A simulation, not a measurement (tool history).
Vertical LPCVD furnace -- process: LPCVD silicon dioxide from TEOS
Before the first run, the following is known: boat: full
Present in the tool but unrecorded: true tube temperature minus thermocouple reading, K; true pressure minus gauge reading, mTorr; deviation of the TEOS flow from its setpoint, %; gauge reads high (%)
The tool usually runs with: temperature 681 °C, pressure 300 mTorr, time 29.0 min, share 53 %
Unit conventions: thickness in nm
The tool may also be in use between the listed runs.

| run | hour | temperature | pressure | time | share | wafers since the last listed run | hours since the last temperature calibration | hours since the pressure gauge was zeroed | hours since the TEOS flow controller was replaced | hours since the gauge calibration | read-back reference wafer on the same gauge, thickness | thickness |
|---|---|---|---|---|---|---|---|---|---|---|---|---|
| 1 | 0.0 | 681 | 300 | 37.5 | 53 | 0 | 3918.6 | 3804.4 | 3179.9 | 283.3 | 106.98 | 157.96 |
| 2 | 34.7 | 681 | 300 | 37.5 | 53 | 527 | 3953.3 | 3839.1 | 3214.6 | 318.0 | 106.99 | 158.01 |
| 3 | 65.5 | 681 | 300 | 37.5 | 53 | 467 | 3984.1 | 3869.9 | 3245.4 | 348.8 | 107.01 | 158.33 |
| 4 | 92.7 | 681 | 300 | 29.0 | 53 | 413 | 4011.3 | 3897.1 | 3272.6 | 376.0 | 106.95 | 122.38 |
| 5 | 113.3 | 681 | 300 | 29.0 | 53 | 312 | 4031.9 | 3917.7 | 3293.2 | 396.6 | 107.02 | 122.40 |
| 6 | 135.7 | 681 | 300 | 29.0 | 53 | 340 | 4054.3 | 3940.1 | 3315.6 | 419.0 | 107.01 | 122.65 |
| 7 | 152.4 | 684 | 300 | 21.5 | 53 | 253 | 4071.0 | 3956.8 | 3332.3 | 435.7 | 107.02 | 97.54 |
| 8 | 187.0 | 684 | 300 | 21.5 | 53 | 525 | 4105.6 | 3991.4 | 3366.9 | 470.3 | 106.93 | 97.48 |
| 9 | 209.4 | 684 | 300 | 21.5 | 53 | 340 | 4128.0 | 4013.8 | 3389.3 | 492.7 | 106.99 | 97.47 |
|  | 263.6 | TEOS flow controller replaced |
|  | 286.4 | thermocouples replaced and temperature profile calibrated |
| 10 | 286.9 | 681 | 300 | 34.0 | 53 | 465 | 0.5 | 4091.3 | 23.3 | 570.2 | 107.03 | 132.50 |
| 11 | 330.4 | 681 | 300 | 29.0 | 53 | 660 | 44.0 | 4134.8 | 66.8 | 613.7 | 107.01 | 113.61 |
| 12 | 343.9 | 681 | 300 | 29.0 | 53 | 205 | 57.5 | 4148.3 | 80.3 | 627.2 | 106.99 | 113.48 |
| 13 | 358.2 | 681 | 300 | 29.0 | 53 | 217 | 71.8 | 4162.6 | 94.6 | 641.5 | 107.02 | 113.93 |
|  | 360.7 | gauge calibrated |
| 14 | 382.4 | 681 | 300 | 29.0 | 53 | 367 | 96.0 | 4186.8 | 118.8 | 21.7 | 107.06 | 113.73 |
| 15 | 403.1 | 675 | 300 | 29.0 | 53 | 314 | 116.7 | 4207.5 | 139.5 | 42.4 | 107.03 | 98.63 |
| 16 | 428.9 | 675 | 300 | 29.0 | 53 | 391 | 142.5 | 4233.3 | 165.3 | 68.2 | 106.96 | 98.68 |
| 17 | 441.4 | 681 | 300 | 29.0 | 53 | 189 | 155.0 | 4245.8 | 177.8 | 80.7 | 107.02 | 114.31 |
|  | 477.1 | pressure gauge zeroed |
| 18 | 477.6 | 681 | 300 | 39.5 | 53 | 185 | 191.2 | 0.5 | 214.0 | 116.9 | 107.02 | 155.92 |
| 19 | 482.7 | 675 | 300 | 29.0 | 53 | 77 | 196.3 | 5.6 | 219.1 | 122.0 | 107.02 | 99.09 |
| 20 | 503.2 | 681 | 300 | 29.0 | 53 | 311 | 216.8 | 26.1 | 239.6 | 142.5 | 106.96 | 114.72 |
| 21 | 519.1 | 681 | 300 | 35.0 | 53 | 241 | 232.7 | 42.0 | 255.5 | 158.4 | 107.03 | 138.64 |
| 22 | 549.4 | 681 | 370 | 40.5 | 62 | 460 | 263.0 | 72.3 | 285.8 | 188.7 | 106.98 | 193.32 |
| 23 | 585.0 | 681 | 340 | 21.5 | 60 | 540 | 298.6 | 107.9 | 321.4 | 224.3 | 107.00 | 96.82 |
| 24 | 608.4 | 681 | 245 | 29.0 | 45 | 355 | 322.0 | 131.3 | 344.8 | 247.7 | 106.99 | 95.85 |
| 25 | 625.2 | 685 | 300 | 29.0 | 53 | 255 | 338.8 | 148.1 | 361.6 | 264.5 | 107.02 | 127.09 |
| 26 | 651.6 | 676 | 300 | 29.0 | 49 | 401 | 365.2 | 174.5 | 388.0 | 290.9 | 107.00 | 98.20 |
| 27 | 683.6 | 669 | 300 | 29.0 | 47 | 486 | 397.2 | 206.5 | 420.0 | 322.9 | 107.06 | 81.38 |
| 28 | 702.9 | 693 | 360 | 33.0 | 61 | 293 | 416.5 | 225.8 | 439.3 | 342.2 | 107.00 | 206.31 |
| 29 | 724.1 | 673 | 300 | 29.0 | 53 | 322 | 437.7 | 247.0 | 460.5 | 363.4 | 106.98 | 95.34 |
| 30 | 755.6 | 685 | 235 | 37.5 | 46 | 478 | 469.2 | 278.5 | 492.0 | 394.9 | 106.97 | 136.20 |
| 31 | 791.5 | 681 | 300 | 29.0 | 53 | 545 | 505.1 | 314.4 | 527.9 | 430.8 | 107.00 | 116.15 |
| 32 | 807.7 | 691 | 345 | 21.5 | 46 | 246 | 521.3 | 330.6 | 544.1 | 447.0 | 106.98 | 109.63 |

What if the next run were any one of these 3? Each begins from the tool's condition after run 32:
| A | 812.9 | 681 | 300 | 29.0 | 53 | 78 | 526.5 | 335.8 | 549.3 | 452.2 | ? | ? |
| B | 812.9 | 681 | 325 | 29.0 | 63 | 78 | 526.5 | 335.8 | 549.3 | 452.2 | ? | ? |
| C | 812.9 | 677 | 325 | 29.0 | 53 | 78 | 526.5 | 335.8 | 549.3 | 452.2 | ? | ? |

| run | read-back reference wafer on the same gauge, thickness | thickness |
|---|---|---|
| A | 106.96 | 116.43 |
| B | 106.96 | 132.12 |
| C | 106.96 | 109.98 |
With the hidden condition removed and each run's random variation left untouched, the same runs would have given:
| run | thickness |
|---|---|
| A | 113.10 |
| B | 128.35 |
| C | 106.81 |
